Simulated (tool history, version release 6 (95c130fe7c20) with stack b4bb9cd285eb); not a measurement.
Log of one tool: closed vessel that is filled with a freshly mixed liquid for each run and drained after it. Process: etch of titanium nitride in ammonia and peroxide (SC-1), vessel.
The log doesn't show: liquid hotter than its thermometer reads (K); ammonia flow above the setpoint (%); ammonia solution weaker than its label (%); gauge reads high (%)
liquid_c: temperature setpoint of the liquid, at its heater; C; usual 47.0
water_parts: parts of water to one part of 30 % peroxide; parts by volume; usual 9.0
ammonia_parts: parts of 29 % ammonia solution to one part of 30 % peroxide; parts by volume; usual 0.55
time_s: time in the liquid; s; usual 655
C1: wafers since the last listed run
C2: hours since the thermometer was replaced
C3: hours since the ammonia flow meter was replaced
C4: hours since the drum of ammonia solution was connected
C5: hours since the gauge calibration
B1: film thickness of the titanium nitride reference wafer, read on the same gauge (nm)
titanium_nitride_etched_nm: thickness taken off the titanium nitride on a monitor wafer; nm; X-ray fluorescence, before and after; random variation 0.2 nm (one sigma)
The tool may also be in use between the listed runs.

Run 1, hour 0.0: usual settings; C1 0; C2 2208.8; C3 1763.8; C4 486.1; C5 82.7; B1 50.01. Result: titanium_nitride_etched_nm 23.08 nm.
Run 2, hour 15.0: usual settings; C1 798; C2 2223.8; C3 1778.8; C4 501.1; C5 97.7; B1 50.02. Result: titanium_nitride_etched_nm 22.91 nm.
Run 3, hour 32.7: usual settings; C1 942; C2 2241.5; C3 1796.5; C4 518.8; C5 115.4; B1 49.98. Result: titanium_nitride_etched_nm 23.04 nm.
Run 4, hour 86.0: usual settings but water_parts 6.0 parts by volume; C1 2838; C2 2294.8; C3 1849.8; C4 572.1; C5 168.7; B1 50.03. Result: titanium_nitride_etched_nm 27.73 nm.
Run 5, hour 101.6: usual settings but water_parts 6.0 parts by volume; C1 830; C2 2310.4; C3 1865.4; C4 587.7; C5 184.3; B1 50.02. Result: titanium_nitride_etched_nm 28.01 nm.
Run 6, hour 115.3: usual settings but water_parts 6.0 parts by volume; C1 729; C2 2324.1; C3 1879.1; C4 601.4; C5 198.0; B1 50.01. Result: titanium_nitride_etched_nm 28.34 nm.
Run 7, hour 128.3: usual settings but liquid_c 44.5 C; C1 692; C2 2337.1; C3 1892.1; C4 614.4; C5 211.0; B1 50.04. Result: titanium_nitride_etched_nm 19.26 nm.
At hour 130.6: thermometer replaced.
At hour 135.3: ammonia flow meter replaced.
Run 8, hour 143.8: usual settings but liquid_c 44.5 C; C1 718; C2 13.2; C3 8.5; C4 629.9; C5 226.5; B1 49.98. Result: titanium_nitride_etched_nm 19.38 nm.
Run 9, hour 150.6: usual settings but liquid_c 44.5 C; C1 362; C2 20.0; C3 15.3; C4 636.7; C5 233.3; B1 49.98. Result: titanium_nitride_etched_nm 19.67 nm.
Run 10, hour 158.4: usual settings; C1 415; C2 27.8; C3 23.1; C4 644.5; C5 241.1; B1 50.01. Result: titanium_nitride_etched_nm 23.13 nm.
Run 11, hour 174.2: usual settings but liquid_c 44.5 C; C1 841; C2 43.6; C3 38.9; C4 660.3; C5 256.9; B1 50.00. Result: titanium_nitride_etched_nm 19.24 nm.
Run 12, hour 188.3: usual settings but liquid_c 54.5 C; C1 750; C2 57.7; C3 53.0; C4 674.4; C5 271.0; B1 50.00. Result: titanium_nitride_etched_nm 38.59 nm.
At hour 201.2: new drum of ammonia solution connected.
Run 13, hour 202.7: usual settings but liquid_c 52.5 C, time_s 365 s; C1 713; C2 72.1; C3 67.4; C4 1.5; C5 285.4; B1 49.98. Result: titanium_nitride_etched_nm 18.85 nm.
At hour 206.1: gauge calibrated.
Run 14, hour 210.9: usual settings but ammonia_parts 0.35 parts by volume, time_s 825 s; C1 436; C2 80.3; C3 75.6; C4 9.7; C5 4.8; B1 50.02. Result: titanium_nitride_etched_nm 26.78 nm.
Run 15, hour 228.2: usual settings but liquid_c 54.5 C; C1 921; C2 97.6; C3 92.9; C4 27.0; C5 22.1; B1 50.02. Result: titanium_nitride_etched_nm 38.23 nm.
Run 16, hour 241.2: usual settings but time_s 395 s; C1 692; C2 110.6; C3 105.9; C4 40.0; C5 35.1; B1 49.96. Result: titanium_nitride_etched_nm 13.64 nm.
Run 17, hour 256.1: usual settings but liquid_c 38.0 C, time_s 975 s; C1 793; C2 125.5; C3 120.8; C4 54.9; C5 50.0; B1 50.03. Result: titanium_nitride_etched_nm 17.67 nm.
Run 18, hour 273.9: usual settings but time_s 840 s; C1 947; C2 143.3; C3 138.6; C4 72.7; C5 67.8; B1 50.00. Result: titanium_nitride_etched_nm 29.58 nm.

5 ways to go on from here, each from the tool as it stands after run 18. What would each give?
Run A, hour 274.7: usual settings; C1 42; C2 144.1; C3 139.4; C4 73.5; C5 68.6; B1 ?. Result: titanium_nitride_etched_nm ?.
Run B, hour 274.7: usual settings but liquid_c 38.0 C, water_parts 12.5 parts by volume, ammonia_parts 0.40 parts by volume, time_s 900 s; C1 42; C2 144.1; C3 139.4; C4 73.5; C5 68.6; B1 ?. Result: titanium_nitride_etched_nm ?.
Run C, hour 274.7: usual settings but liquid_c 42.0 C, ammonia_parts 0.70 parts by volume, time_s 945 s; C1 42; C2 144.1; C3 139.4; C4 73.5; C5 68.6; B1 ?. Result: titanium_nitride_etched_nm ?.
Run D, hour 274.7: usual settings but water_parts 8.0 parts by volume, ammonia_parts 0.45 parts by volume; C1 42; C2 144.1; C3 139.4; C4 73.5; C5 68.6; B1 ?. Result: titanium_nitride_etched_nm ?.
Run E, hour 274.7: usual settings but liquid_c 38.0 C, water_parts 7.0 parts by volume, time_s 425 s; C1 42; C2 144.1; C3 139.4; C4 73.5; C5 68.6; B1 ?. Result: titanium_nitride_etched_nm ?.

run     B1  titanium_nitride_etched_nm
  A  50.00                       23.39
  B  50.00                       13.25
  C  50.00                       24.49
  D  50.00                       24.01
  E  50.00                        8.92
Without the tool's hidden state the same runs would have given:
run  titanium_nitride_etched_nm
  A                       23.39
  B                       13.25
  C                       24.49
  D                       24.01
  E                        8.92
